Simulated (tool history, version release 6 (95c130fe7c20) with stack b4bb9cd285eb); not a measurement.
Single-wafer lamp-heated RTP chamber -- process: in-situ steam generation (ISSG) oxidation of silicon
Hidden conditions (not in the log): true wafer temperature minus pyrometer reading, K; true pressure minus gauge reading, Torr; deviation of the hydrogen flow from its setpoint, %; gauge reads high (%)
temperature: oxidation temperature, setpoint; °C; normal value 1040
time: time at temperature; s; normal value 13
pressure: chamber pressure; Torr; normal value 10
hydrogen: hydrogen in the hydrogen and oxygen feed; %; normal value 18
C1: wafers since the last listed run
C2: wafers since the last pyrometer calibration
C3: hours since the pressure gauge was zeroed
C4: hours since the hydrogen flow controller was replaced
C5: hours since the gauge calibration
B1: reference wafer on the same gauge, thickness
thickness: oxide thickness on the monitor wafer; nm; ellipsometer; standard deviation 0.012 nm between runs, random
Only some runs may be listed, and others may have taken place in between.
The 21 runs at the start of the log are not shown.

At hour 1042.8: pressure gauge zeroed.
Run 22, hour 1098.6: usual settings; C1 1014; C2 1491; C3 55.8; C4 493.4; C5 700.4; B1 4.397. Result: thickness 5.29 nm.
Run 23, hour 1124.9: usual settings but temperature 1051 °C, time 17 s, pressure 10.2 Torr; C1 219; C2 1711; C3 82.1; C4 519.7; C5 726.7; B1 4.402. Result: thickness 6.411 nm.
Run 24, hour 1172.5: usual settings; C1 397; C2 2109; C3 129.7; C4 567.3; C5 774.3; B1 4.399. Result: thickness 5.324 nm.
Run 25, hour 1198.8: usual settings but temperature 1045 °C, time 10 s, pressure 9.5 Torr; C1 219; C2 2328; C3 156; C4 593.6; C5 800.6; B1 4.399. Result: thickness 4.826 nm.
Run 26, hour 1231.7: usual settings but temperature 1032 °C, time 9 s, pressure 9.2 Torr, hydrogen 21 %; C1 274; C2 2603; C3 188.9; C4 626.5; C5 833.5; B1 4.399. Result: thickness 4.538 nm.
At hour 1256.1: pyrometer window cleaned and pyrometer calibrated.
Run 27, hour 1268.2: usual settings but temperature 1047 °C; C1 238; C2 100; C3 225.4; C4 663; C5 870; B1 4.4. Result: thickness 5.399 nm.
Run 28, hour 1307.8: usual settings but temperature 1050 °C, time 8 s, pressure 10.2 Torr; C1 330; C2 431; C3 265; C4 702.6; C5 909.6; B1 4.4. Result: thickness 4.286 nm.
Run 29, hour 1333.7: usual settings but pressure 10.2 Torr, hydrogen 23 %; C1 216; C2 647; C3 290.9; C4 728.5; C5 935.5; B1 4.402. Result: thickness 5.49 nm.
Run 30, hour 1386.8: usual settings but pressure 10.2 Torr; C1 443; C2 1091; C3 344; C4 781.6; C5 988.6; B1 4.399. Result: thickness 5.207 nm.
Run 31, hour 1448.2: usual settings but temperature 1049 °C, time 11 s, pressure 10.2 Torr, hydrogen 11 %; C1 512; C2 1604; C3 405.4; C4 843; C5 1050; B1 4.399. Result: thickness 4.511 nm.

Alternative continuations, all from the tool just after run 31; predict every row:
Run A, hour 1448.6: usual settings; C1 3; C2 1607; C3 405.8; C4 843.4; C5 1050.4; B1 ?. Result: thickness ?.
Run B, hour 1448.6: usual settings but temperature 1025 °C; C1 3; C2 1607; C3 405.8; C4 843.4; C5 1050.4; B1 ?. Result: thickness ?.
Run C, hour 1448.6: usual settings but temperature 1053 °C, time 10 s, hydrogen 22 %; C1 3; C2 1607; C3 405.8; C4 843.4; C5 1050.4; B1 ?. Result: thickness ?.
Run D, hour 1448.6: usual settings but temperature 1030 °C, time 16 s, pressure 9.5 Torr, hydrogen 23 %; C1 3; C2 1607; C3 405.8; C4 843.4; C5 1050.4; B1 ?. Result: thickness ?.

run     B1  thickness
  A  4.404      5.263
  B  4.404      4.921
  C  4.404      5.145
  D  4.404      5.931
Without the tool's hidden state the same runs would have given:
run  thickness
  A      5.209
  B      4.875
  C      5.092
  D      5.871

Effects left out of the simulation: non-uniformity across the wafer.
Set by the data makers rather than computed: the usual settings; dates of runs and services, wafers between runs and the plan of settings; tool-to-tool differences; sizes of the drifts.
